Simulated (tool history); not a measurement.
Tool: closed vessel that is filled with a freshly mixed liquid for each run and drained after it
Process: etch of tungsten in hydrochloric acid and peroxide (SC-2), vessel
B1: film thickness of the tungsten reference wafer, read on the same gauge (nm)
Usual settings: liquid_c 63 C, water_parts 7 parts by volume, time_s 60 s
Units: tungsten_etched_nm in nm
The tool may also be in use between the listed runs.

run 1 hour=0 | liquid_c=63 water_parts=4.5 time_s=60 | B1=110 | tungsten_etched_nm=53.78
run 2 hour=100.7 | liquid_c=70.5 water_parts=9.5 time_s=60 | B1=110.01 | tungsten_etched_nm=47.24
-- hour=127.8 gauge calibrated
run 3 hour=363.4 | liquid_c=63 water_parts=7 time_s=60 | B1=110.01 | tungsten_etched_nm=37.93
run 4 hour=404.2 | liquid_c=63 water_parts=7 time_s=60 | B1=110.01 | tungsten_etched_nm=37.68
run 5 hour=475.4 | liquid_c=63 water_parts=7 time_s=60 | B1=109.98 | tungsten_etched_nm=37.8
run 6 hour=533.9 | liquid_c=63 water_parts=9 time_s=60 | B1=110 | tungsten_etched_nm=30.37
run 7 hour=604.9 | liquid_c=63 water_parts=9 time_s=60 | B1=109.98 | tungsten_etched_nm=30.45
-- hour=656.8 thermometer replaced
run 8 hour=770.8 | liquid_c=63 water_parts=4.5 time_s=60 | B1=109.98 | tungsten_etched_nm=51.08
-- hour=831.6 new drum of peroxide connected
run 9 hour=865.2 | liquid_c=60 water_parts=6 time_s=80 | B1=110.01 | tungsten_etched_nm=48.42

Forecast run 10:
-- hour=869.8 chemicals flow meter replaced
-- hour=909.5 gauge calibrated
run 10 hour=933.3 | liquid_c=63 water_parts=10 time_s=45 | B1=? | tungsten_etched_nm=?

Run 10 gave B1 110.01, tungsten_etched_nm 21.89 nm.
Without the tool's hidden state the same run would have given tungsten_etched_nm 22.09 nm.
